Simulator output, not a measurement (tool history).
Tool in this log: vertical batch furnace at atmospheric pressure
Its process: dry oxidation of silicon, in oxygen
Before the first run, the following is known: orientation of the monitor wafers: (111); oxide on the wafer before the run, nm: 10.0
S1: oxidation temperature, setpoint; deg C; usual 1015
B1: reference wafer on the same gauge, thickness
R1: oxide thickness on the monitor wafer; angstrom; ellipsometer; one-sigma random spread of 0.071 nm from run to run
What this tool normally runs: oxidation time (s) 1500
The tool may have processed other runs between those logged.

{"run": 1, "hour": 0.0, "S1": 1000, "oxidation time (s)": 1500, "B1": 40.3, "R1": 434.8}
{"run": 2, "hour": 9.8, "S1": 1015, "oxidation time (s)": 1500, "B1": 40.31, "R1": 484.1}
{"run": 3, "hour": 28.8, "S1": 1015, "oxidation time (s)": 1500, "B1": 40.29, "R1": 485.7}
{"run": 4, "hour": 39.3, "S1": 1015, "oxidation time (s)": 1500, "B1": 40.3, "R1": 485.4}
{"run": 5, "hour": 49.1, "S1": 1015, "oxidation time (s)": 1500, "B1": 40.27, "R1": 485.1}
{"run": 6, "hour": 56.6, "S1": 1015, "oxidation time (s)": 1500, "B1": 40.31, "R1": 483.7}
{"run": 7, "hour": 77.1, "S1": 1015, "oxidation time (s)": 1500, "B1": 40.31, "R1": 484.6}
{"run": 8, "hour": 84.5, "S1": 998, "oxidation time (s)": 2040, "B1": 40.31, "R1": 515.6}
{"run": 9, "hour": 99.7, "S1": 1015, "oxidation time (s)": 1500, "B1": 40.3, "R1": 484}
{"run": 10, "hour": 112.2, "S1": 1015, "oxidation time (s)": 1500, "B1": 40.31, "R1": 484}
{"run": 11, "hour": 132.9, "S1": 1015, "oxidation time (s)": 1500, "B1": 40.3, "R1": 486.5}
{"run": 12, "hour": 148.1, "S1": 999, "oxidation time (s)": 1500, "B1": 40.33, "R1": 433.8}
{"hour": 155.2, "done": "gauge calibrated"}
{"hour": 191.1, "done": "thermocouples replaced and temperature profile calibrated"}
{"run": 13, "hour": 191.6, "S1": 999, "oxidation time (s)": 1500, "B1": 40.29, "R1": 419.9}
{"run": 14, "hour": 196.7, "S1": 1034, "oxidation time (s)": 1500, "B1": 40.31, "R1": 531.9}
{"run": 15, "hour": 204.3, "S1": 1015, "oxidation time (s)": 1500, "B1": 40.31, "R1": 471.6}
{"run": 16, "hour": 224.9, "S1": 1015, "oxidation time (s)": 1500, "B1": 40.29, "R1": 472.6}
{"run": 17, "hour": 232.1, "S1": 1015, "oxidation time (s)": 1500, "B1": 40.3, "R1": 471.4}
{"run": 18, "hour": 245.6, "S1": 1025, "oxidation time (s)": 1080, "B1": 40.3, "R1": 414.6}
{"run": 19, "hour": 259.9, "S1": 1015, "oxidation time (s)": 1020, "B1": 40.33, "R1": 377.8}
{"hour": 296.8, "done": "boat lift adjusted"}
{"run": 20, "hour": 297.3, "S1": 990, "oxidation time (s)": 1710, "B1": 40.32, "R1": 426}
{"run": 21, "hour": 302.3, "S1": 1025, "oxidation time (s)": 1950, "B1": 40.31, "R1": 590}
{"run": 22, "hour": 310.5, "S1": 1015, "oxidation time (s)": 1500, "B1": 40.29, "R1": 470.6}
{"run": 23, "hour": 324.9, "S1": 1030, "oxidation time (s)": 1710, "B1": 40.31, "R1": 562.4}
{"run": 24, "hour": 332.3, "S1": 1008, "oxidation time (s)": 2100, "B1": 40.29, "R1": 549.1}
{"run": 25, "hour": 345.0, "S1": 1000, "oxidation time (s)": 1290, "B1": 40.3, "R1": 386.7}
{"run": 26, "hour": 366.0, "S1": 1015, "oxidation time (s)": 840, "B1": 40.3, "R1": 339.4}
{"run": 27, "hour": 379.4, "S1": 1015, "oxidation time (s)": 1500, "B1": 40.28, "R1": 471.5}
{"run": 28, "hour": 397.3, "S1": 998, "oxidation time (s)": 2160, "B1": 40.29, "R1": 518.8}
{"run": 29, "hour": 452.4, "S1": 1039, "oxidation time (s)": 810, "B1": 40.31, "R1": 382.6}
{"run": 30, "hour": 460.5, "S1": 1015, "oxidation time (s)": 1080, "B1": 40.31, "R1": 388.8}
{"run": 31, "hour": 481.4, "S1": 1015, "oxidation time (s)": 2100, "B1": 40.29, "R1": 578.2}
{"run": 32, "hour": 500.2, "S1": 1015, "oxidation time (s)": 1500, "B1": 40.29, "R1": 471.4}
{"run": 33, "hour": 514.6, "S1": 1015, "oxidation time (s)": 2040, "B1": 40.32, "R1": 566.3}
{"run": 34, "hour": 526.7, "S1": 1028, "oxidation time (s)": 780, "B1": 40.31, "R1": 353}
{"run": 35, "hour": 547.3, "S1": 1029, "oxidation time (s)": 1140, "B1": 40.3, "R1": 439}
{"run": 36, "hour": 570.7, "S1": 1030, "oxidation time (s)": 1500, "B1": 40.32, "R1": 518.6}
{"run": 37, "hour": 590.0, "S1": 998, "oxidation time (s)": 2130, "B1": 40.29, "R1": 514}
{"run": 38, "hour": 606.8, "S1": 1015, "oxidation time (s)": 1740, "B1": 40.32, "R1": 514}
{"run": 39, "hour": 662.6, "S1": 1015, "oxidation time (s)": 900, "B1": 40.32, "R1": 352}
{"run": 40, "hour": 682.0, "S1": 1015, "oxidation time (s)": 1500, "B1": 40.33, "R1": 471.9}

Results for each run, recomputed without the tool's hidden state and with each run's random variation untouched:
The hidden state here: true tube temperature minus thermocouple reading, K; monitor wafer colder than the profiled boat position, K; gauge reads high (%).
run=1 R1=422.3
run=2 R1=470.8
run=3 R1=472.2
run=4 R1=471.9
run=5 R1=471.5
run=6 R1=470.1
run=7 R1=470.8
run=8 R1=500.3
run=9 R1=470.1
run=10 R1=470.1
run=11 R1=472.3
run=12 R1=420.6
run=13 R1=419.8
run=14 R1=531.9
run=15 R1=471.5
run=16 R1=472.5
run=17 R1=471.3
run=18 R1=414.5
run=19 R1=377.7
run=20 R1=426
run=21 R1=589.9
run=22 R1=470.5
run=23 R1=562.3
run=24 R1=549
run=25 R1=386.6
run=26 R1=339.3
run=27 R1=471.3
run=28 R1=518.7
run=29 R1=382.6
run=30 R1=388.6
run=31 R1=578
run=32 R1=471.2
run=33 R1=566.1
run=34 R1=352.9
run=35 R1=438.8
run=36 R1=518.4
run=37 R1=513.7
run=38 R1=513.7
run=39 R1=351.8
run=40 R1=471.6
